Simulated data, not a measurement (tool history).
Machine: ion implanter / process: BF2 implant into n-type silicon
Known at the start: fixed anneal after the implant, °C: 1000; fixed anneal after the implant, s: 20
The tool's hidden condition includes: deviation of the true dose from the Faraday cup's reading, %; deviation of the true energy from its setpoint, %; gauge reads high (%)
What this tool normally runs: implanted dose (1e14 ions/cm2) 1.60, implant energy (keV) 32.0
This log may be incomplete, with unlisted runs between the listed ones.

run   hour  implanted dose (1e14 ions/cm2)  implant energy (keV)  wafers since the last listed run  hours since the last dose calibration  hours since the extraction supply was calibrated  hours since the gauge calibration  read-back reference wafer on the same gauge, sheet resistance  sheet resistance of the implanted and annealed layer (ohm/square)
  1    0.0                            1.60                  32.0                                 0                                  576.2                                            5962.7                              286.3                                                         683.69                                                             672.13
  2    9.3                            1.60                  32.0                               116                                  585.5                                            5972.0                              295.6                                                         684.15                                                             673.82
  3   23.7                            1.81                  32.0                               180                                  599.9                                            5986.4                              310.0                                                         684.18                                                             608.01
  4   38.7                            1.76                  39.0                               188                                  614.9                                            6001.4                              325.0                                                         684.14                                                             604.92
  5   53.2                            1.76                  39.0                               181                                  629.4                                            6015.9                              339.5                                                         683.74                                                             606.09
  6   65.1                            1.60                  32.0                               149                                  641.3                                            6027.8                              351.4                                                         683.42                                                             666.33
  7   74.5                            1.60                  32.0                               117                                  650.7                                            6037.2                              360.8                                                         684.15                                                             669.23
  8   81.5                            1.28                  32.0                                87                                  657.7                                            6044.2                              367.8                                                         683.80                                                             801.98
  9   97.2                            1.28                  32.0                               196                                  673.4                                            6059.9                              383.5                                                         684.36                                                             802.23
 10  114.3                            1.28                  32.0                               214                                  690.5                                            6077.0                              400.6                                                         683.92                                                             798.84
     116.9  -- gauge calibrated
     128.1  -- extraction supply calibrated
 11  128.6                            1.60                  32.0                                79                                  704.8                                               0.5                               11.7                                                         684.04                                                             669.25
 12  142.7                            1.98                  32.0                               176                                  718.9                                              14.6                               25.8                                                         684.04                                                             564.63
 13  155.7                            1.98                  32.0                               163                                  731.9                                              27.6                               38.8                                                         683.67                                                             561.38
 14  165.6                            1.98                  32.0                               124                                  741.8                                              37.5                               48.7                                                         683.72                                                             560.19
     181.5  -- Faraday cup replaced and dose calibrated
 15  182.0                            1.60                  32.0                               105                                    0.5                                              53.9                               65.1                                                         684.07                                                             721.82
 16  185.8                            1.15                  35.5                                47                                    4.3                                              57.7                               68.9                                                         683.72                                                             930.13
 17  203.4                            1.60                  32.0                               220                                   21.9                                              75.3                               86.5                                                         683.94                                                             728.62
 18  218.9                            1.21                  41.0                               194                                   37.4                                              90.8                              102.0                                                         684.40                                                             873.80
 19  232.8                            1.84                  22.0                               174                                   51.3                                             104.7                              115.9                                                         683.84                                                             675.40
 20  246.6                            1.12                  32.0                               173                                   65.1                                             118.5                              129.7                                                         684.01                                                             963.77
 21  254.4                            1.60                  32.0                                97                                   72.9                                             126.3                              137.5                                                         683.96                                                             720.15
     272.3  -- Faraday cup replaced and dose calibrated, repeated, since the last time left the tool worse
 22  272.8                            1.95                  38.5                               130                                    0.5                                             144.7                              155.9                                                         683.98                                                             577.83
 23  287.0                            2.00                  42.0                               178                                   14.7                                             158.9                              170.1                                                         683.81                                                             560.91
 24  295.2                            1.45                  38.0                               102                                   22.9                                             167.1                              178.3                                                         684.02                                                             727.00
 25  312.2                            1.44                  26.0                               213                                   39.9                                             184.1                              195.3                                                         683.89                                                             770.44
 26  329.2                            1.34                  38.5                               213                                   56.9                                             201.1                              212.3                                                         683.79                                                             766.36
 27  343.8                            1.41                  35.5                               183                                   71.5                                             215.7                              226.9                                                         684.12                                                             750.39
 28  361.4                            1.14                  23.0                               220                                   89.1                                             233.3                              244.5                                                         684.17                                                             952.62
 29  376.1                            1.79                  42.5                               184                                  103.8                                             248.0                              259.2                                                         684.41                                                             611.67

Forecast each of these 3 alternatives for the next run:
  A  376.5                            1.23                  32.0                                 5                                  104.2                                             248.4                              259.6                                                              ?                                                                  ?
  B  376.5                            1.60                  35.0                                 5                                  104.2                                             248.4                              259.6                                                              ?                                                                  ?
  C  376.5                            1.20                  42.5                                 5                                  104.2                                             248.4                              259.6                                                              ?                                                                  ?

run  read-back reference wafer on the same gauge, sheet resistance  sheet resistance of the implanted and annealed layer (ohm/square)
  A                                                         684.51                                                             845.51
  B                                                         684.51                                                             677.69
  C                                                         684.51                                                             827.04
Stripped of hidden state, with their random variation kept, the same runs would have yielded:
run  sheet resistance of the implanted and annealed layer (ohm/square)
  A                                                             847.12
  B                                                             678.96
  C                                                             828.57
